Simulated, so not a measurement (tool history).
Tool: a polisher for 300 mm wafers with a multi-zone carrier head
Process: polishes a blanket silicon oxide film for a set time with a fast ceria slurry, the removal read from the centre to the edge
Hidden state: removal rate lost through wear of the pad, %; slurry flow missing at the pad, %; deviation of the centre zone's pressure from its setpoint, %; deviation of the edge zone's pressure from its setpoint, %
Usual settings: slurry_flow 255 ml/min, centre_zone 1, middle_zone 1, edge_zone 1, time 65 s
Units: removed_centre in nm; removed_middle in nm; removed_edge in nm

run,hour,slurry_flow,centre_zone,middle_zone,edge_zone,time,wafers since the last listed run,wafers polished on this pad,hours since the slurry nozzle was cleaned,hours since the centre zone pressure was calibrated,hours since the edge zone pressure was calibrated,hours since the carrier head's membrane was replaced,"incoming thickness of the incoming film, nm",removed_centre,removed_middle,removed_edge
1,0,255,1,1,1,65,0,3641,710.6,773.4,208.5,1921.9,1947.9,799.5,721,766.8
# hour 37.8: carrier head's membrane replaced by a new one
2,58.4,255,1.03,1,1,65,529,4170,769,831.8,266.9,20.6,1984,821.7,712.3,753.9
3,115.7,255,1,1.12,1.12,65,567,4738,826.3,889.1,324.2,77.9,1937.7,805.1,768,776.8
# hour 133.6: slurry nozzle cleaned
4,216.6,320,1,0.96,0.94,73,990,5728,83,990,425.1,178.8,1972.5,939.5,806.4,832.8
5,289.4,255,1,1,1.06,65,721,6450,155.8,1062.8,497.9,251.6,1932.8,805.4,717.7,760.5
# hour 311.3: worn pad replaced by a new one
6,345.5,230,1.08,1,0.96,45,516,338,211.9,1118.9,554,307.7,1903,603.9,494.8,501.7
7,398.5,225,1,1,1,65,525,864,264.9,1171.9,607,360.7,1955,796.1,722.4,723.4
# hour 412.4: centre zone pressure recalibrated
8,448.1,255,0.94,1,1,65,471,1335,314.5,35.7,656.6,410.3,1924.8,704.5,722.4,760.9
9,505.5,255,1,1,1.03,56,568,1904,371.9,93.1,714,467.7,1935.5,648.5,632.5,646.6
10,577.4,255,1,0.88,0.96,52,712,2617,443.8,165,785.9,539.6,1929.4,608.8,522,596.2
11,651.1,255,1.06,1,1,65,730,3347,517.5,238.7,859.6,613.3,1938.6,802.7,741.6,740.4
# hour 689.6: edge zone pressure recalibrated
12,748.1,255,1,1,1,65,941,4289,614.5,335.7,58.5,710.3,1913,756,726.8,745.7
13,829.9,255,1,1,1,65,810,5100,696.3,417.5,140.3,792.1,1948.2,767.2,728.9,752.2
# hour 862.4: slurry nozzle cleaned
# hour 906: worn pad replaced by a new one
14,926.5,255,1,1,1,65,907,203,64.1,514.1,236.9,888.7,1954.2,773.9,710.1,756.1
15,1033.5,190,1,1,1,51,1060,1263,171.1,621.1,343.9,995.7,1957.3,581.6,544.8,578.8
16,1112.8,255,1,0.93,0.95,87,785,2049,250.4,700.4,423.2,1075,1939.2,1048.8,927.7,993.6
17,1168.9,255,0.93,0.94,1,65,555,2605,306.5,756.5,479.3,1131.1,1978.5,728.6,691.6,754.5
18,1205.2,255,1,1,1,65,359,2965,342.8,792.8,515.6,1167.4,1950.4,780,712.1,744.7
19,1273.5,255,1,1.12,1.12,65,676,3642,411.1,861.1,583.9,1235.7,1953.7,771.3,794.4,769.3
20,1357.7,255,1.09,1,1,65,834,4476,495.3,945.3,668.1,1319.9,1924.6,861.1,727.2,732.2
# hour 1440.3: edge zone pressure recalibrated
21,1440.8,180,1,1,1,65,803,5280,578.4,1028.4,0.5,1403,1938.2,762.6,693.1,702.9

What differs in the tool's unlogged condition from the final listed run ahead of each entry between runs to the first listed run following it?
Logged between run 1 and run 2: carrier head's membrane replaced by a new one (hour 37.8)
  deviation of the centre zone's pressure from its setpoint, %: 5.12 -> 5.43
  difference, measured minus the result without the unlogged condition, removed_centre: +39.2 -> +42.6 nm
Logged between run 3 and run 4: slurry nozzle cleaned (hour 133.6)
  deviation of the centre zone's pressure from its setpoint, %: 5.74 -> 6.28
  difference, measured minus the result without the unlogged condition, removed_centre: +44 -> +56 nm
Logged between run 5 and run 6: worn pad replaced by a new one (hour 311.3)
  deviation of the centre zone's pressure from its setpoint, %: 6.68 -> 6.98
  difference, measured minus the result without the unlogged condition, removed_centre: +50.8 -> +39.5 nm
Logged between run 7 and run 8: centre zone pressure recalibrated (hour 412.4)
  deviation of the centre zone's pressure from its setpoint, %: 7.26 -> -1.28
  difference, measured minus the result without the unlogged condition, removed_centre: +54.3 -> -9.3 nm
Logged between run 11 and run 12: edge zone pressure recalibrated (hour 689.6)
  deviation of the centre zone's pressure from its setpoint, %: -0.192 -> 0.33
  difference, measured minus the result without the unlogged condition, removed_centre: -1.5 -> +2.5 nm
Logged between run 13 and run 14: slurry nozzle cleaned (hour 862.4); worn pad replaced by a new one (hour 906)
  deviation of the centre zone's pressure from its setpoint, %: 0.77 -> 1.29
  difference, measured minus the result without the unlogged condition, removed_centre: +5.9 -> +9.9 nm
Logged between run 20 and run 21: edge zone pressure recalibrated (hour 1440.3)
  deviation of the centre zone's pressure from its setpoint, %: 3.61 -> 4.06
  difference, measured minus the result without the unlogged condition, removed_centre: +30 -> +29.9 nm

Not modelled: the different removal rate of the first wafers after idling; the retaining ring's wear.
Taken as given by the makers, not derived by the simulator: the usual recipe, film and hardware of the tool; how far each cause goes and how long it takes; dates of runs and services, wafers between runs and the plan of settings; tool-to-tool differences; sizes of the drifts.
